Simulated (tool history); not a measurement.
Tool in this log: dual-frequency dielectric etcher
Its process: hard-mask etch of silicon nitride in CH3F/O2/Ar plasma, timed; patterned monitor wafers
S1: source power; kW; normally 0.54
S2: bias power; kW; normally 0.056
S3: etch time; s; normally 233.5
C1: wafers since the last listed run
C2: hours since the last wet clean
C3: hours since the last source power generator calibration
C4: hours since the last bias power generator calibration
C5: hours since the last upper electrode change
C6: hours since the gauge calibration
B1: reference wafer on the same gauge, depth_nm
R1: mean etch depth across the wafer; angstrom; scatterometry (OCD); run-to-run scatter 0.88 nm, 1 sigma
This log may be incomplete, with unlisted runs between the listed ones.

Run 1, day 0: usual settings; C1 0; C2 295.6; C3 1472.4; C4 2805.5; C5 2349.6; C6 1434.3; B1 136.1. Result: R1 1709 angstrom.
Run 2, day 2.217: usual settings; C1 238; C2 348.8; C3 1525.6; C4 2858.7; C5 2402.8; C6 1487.5; B1 136.1. Result: R1 1695 angstrom.
Run 3, day 4.125: usual settings; C1 205; C2 394.6; C3 1571.4; C4 2904.5; C5 2448.6; C6 1533.3; B1 136.1. Result: R1 1703 angstrom.
Run 4, day 6.842: usual settings but S1 0.59 kW; C1 292; C2 459.8; C3 1636.6; C4 2969.7; C5 2513.8; C6 1598.5; B1 135.9. Result: R1 1777 angstrom.
At day 8.954: wet clean of the chamber.
Run 5, day 9.254: usual settings but S1 0.59 kW; C1 152; C2 7.2; C3 1694.5; C4 3027.6; C5 2571.7; C6 1656.4; B1 136. Result: R1 1704 angstrom.
Run 6, day 11.162: usual settings but S1 0.59 kW; C1 205; C2 53; C3 1740.3; C4 3073.4; C5 2617.5; C6 1702.2; B1 135.8. Result: R1 1696 angstrom.
Run 7, day 13.896: usual settings; C1 294; C2 118.6; C3 1805.9; C4 3139; C5 2683.1; C6 1767.8; B1 136. Result: R1 1662 angstrom.
Run 8, day 15.65: usual settings; C1 188; C2 160.7; C3 1848; C4 3181.1; C5 2725.2; C6 1809.9; B1 136. Result: R1 1684 angstrom.
Run 9, day 18.5: usual settings; C1 306; C2 229.1; C3 1916.4; C4 3249.5; C5 2793.6; C6 1878.3; B1 135.9. Result: R1 1676 angstrom.
Run 10, day 21.242: usual settings; C1 295; C2 294.9; C3 1982.2; C4 3315.3; C5 2859.4; C6 1944.1; B1 135.8. Result: R1 1684 angstrom.
Run 11, day 23.304: usual settings; C1 222; C2 344.4; C3 2031.7; C4 3364.8; C5 2908.9; C6 1993.6; B1 136. Result: R1 1691 angstrom.
At day 23.792: gauge calibrated.
At day 23.871: source power generator calibrated.
Run 12, day 24.629: usual settings; C1 124; C2 376.2; C3 18.2; C4 3396.6; C5 2940.7; C6 20.1; B1 135.9. Result: R1 1714 angstrom.
Run 13, day 25.733: usual settings but S1 0.48 kW; C1 118; C2 402.7; C3 44.7; C4 3423.1; C5 2967.2; C6 46.6; B1 135.9. Result: R1 1626 angstrom.
Run 14, day 27.279: usual settings but S3 205.5 s; C1 166; C2 439.8; C3 81.8; C4 3460.2; C5 3004.3; C6 83.7; B1 135.9. Result: R1 1498 angstrom.
Run 15, day 28.425: usual settings but S1 0.66 kW; C1 123; C2 467.3; C3 109.3; C4 3487.7; C5 3031.8; C6 111.2; B1 136. Result: R1 1842 angstrom.
Run 16, day 30.083: usual settings but S1 0.44 kW, S2 0.049 kW, S3 168.5 s; C1 178; C2 507.1; C3 149.1; C4 3527.5; C5 3071.6; C6 151; B1 135.9. Result: R1 1118 angstrom.
At day 32.958: wet clean of the chamber.
Run 17, day 32.979: usual settings; C1 204; C2 0.5; C3 218.6; C4 3597; C5 3141.1; C6 220.5; B1 135.9. Result: R1 1643 angstrom.
Run 18, day 34.104: usual settings but S1 0.49 kW, S2 0.049 kW, S3 259.5 s; C1 121; C2 27.5; C3 245.6; C4 3624; C5 3168.1; C6 247.5; B1 136. Result: R1 1713 angstrom.
Run 19, day 36.946: usual settings but S2 0.043 kW; C1 305; C2 95.7; C3 313.8; C4 3692.2; C5 3236.3; C6 315.7; B1 135.9. Result: R1 1554 angstrom.
Run 20, day 37.992: usual settings; C1 112; C2 120.8; C3 338.9; C4 3717.3; C5 3261.4; C6 340.8; B1 136.2. Result: R1 1653 angstrom.
Run 21, day 40.983: usual settings but S1 0.46 kW; C1 322; C2 192.6; C3 410.7; C4 3789.1; C5 3333.2; C6 412.6; B1 135.9. Result: R1 1597 angstrom.
At day 50.167: upper electrode replaced.
Run 22, day 50.188: usual settings but S2 0.052 kW, S3 280.5 s; C1 883; C2 413.5; C3 631.6; C4 4010; C5 0.5; C6 633.5; B1 135.9. Result: R1 1986 angstrom.
At day 52.521: wet clean of the chamber.
Run 23, day 52.542: usual settings but S1 0.67 kW, S2 0.05 kW, S3 278.5 s; C1 145; C2 0.5; C3 688.1; C4 4066.5; C5 57; C6 690; B1 136.2. Result: R1 2065 angstrom.
Run 24, day 54.683: usual settings; C1 230; C2 51.9; C3 739.5; C4 4117.9; C5 108.4; C6 741.4; B1 136.1. Result: R1 1657 angstrom.
At day 56.6: bias power generator calibrated.
Run 25, day 56.904: usual settings but S1 0.46 kW, S3 258.5 s; C1 221; C2 105.2; C3 792.8; C4 7.3; C5 161.7; C6 794.7; B1 136.1. Result: R1 1755 angstrom.
Run 26, day 65.596: usual settings; C1 935; C2 313.8; C3 1001.4; C4 215.9; C5 370.3; C6 1003.3; B1 135.9. Result: R1 1674 angstrom.
Run 27, day 67.408: usual settings but S1 0.45 kW, S2 0.065 kW, S3 269.5 s; C1 195; C2 357.3; C3 1044.9; C4 259.4; C5 413.8; C6 1046.8; B1 136. Result: R1 1925 angstrom.
Run 28, day 70.879: usual settings; C1 373; C2 440.6; C3 1128.2; C4 342.7; C5 497.1; C6 1130.1; B1 136.1. Result: R1 1706 angstrom.
Run 29, day 72.708: usual settings but S1 0.46 kW, S3 258.5 s; C1 196; C2 484.5; C3 1172.1; C4 386.6; C5 541; C6 1174; B1 135.9. Result: R1 1797 angstrom.

Consider 5 possible next runs. They are alternatives, not a sequence: every one starts from the tool as it was left by run 29. What does each give?
Run A, day 72.729: usual settings; C1 2; C2 485; C3 1172.6; C4 387.1; C5 541.5; C6 1174.5; B1 ?. Result: R1 ?.
Run B, day 72.729: usual settings but S1 0.45 kW; C1 2; C2 485; C3 1172.6; C4 387.1; C5 541.5; C6 1174.5; B1 ?. Result: R1 ?.
Run C, day 72.729: usual settings but S1 0.5 kW; C1 2; C2 485; C3 1172.6; C4 387.1; C5 541.5; C6 1174.5; B1 ?. Result: R1 ?.
Run D, day 72.729: usual settings but S1 0.4 kW, S3 203.5 s; C1 2; C2 485; C3 1172.6; C4 387.1; C5 541.5; C6 1174.5; B1 ?. Result: R1 ?.
Run E, day 72.729: usual settings but S1 0.63 kW, S3 286 s; C1 2; C2 485; C3 1172.6; C4 387.1; C5 541.5; C6 1174.5; B1 ?. Result: R1 ?.

run     B1    R1
  A  136.1  1701
  B  136.1  1603
  C  136.1  1658
  D  136.1  1347
  E  136.1  2193
Stripped of hidden state, with their random variation kept, the same runs would have yielded:
run    R1
  A  1650
  B  1556
  C  1609
  D  1307
  E  2127
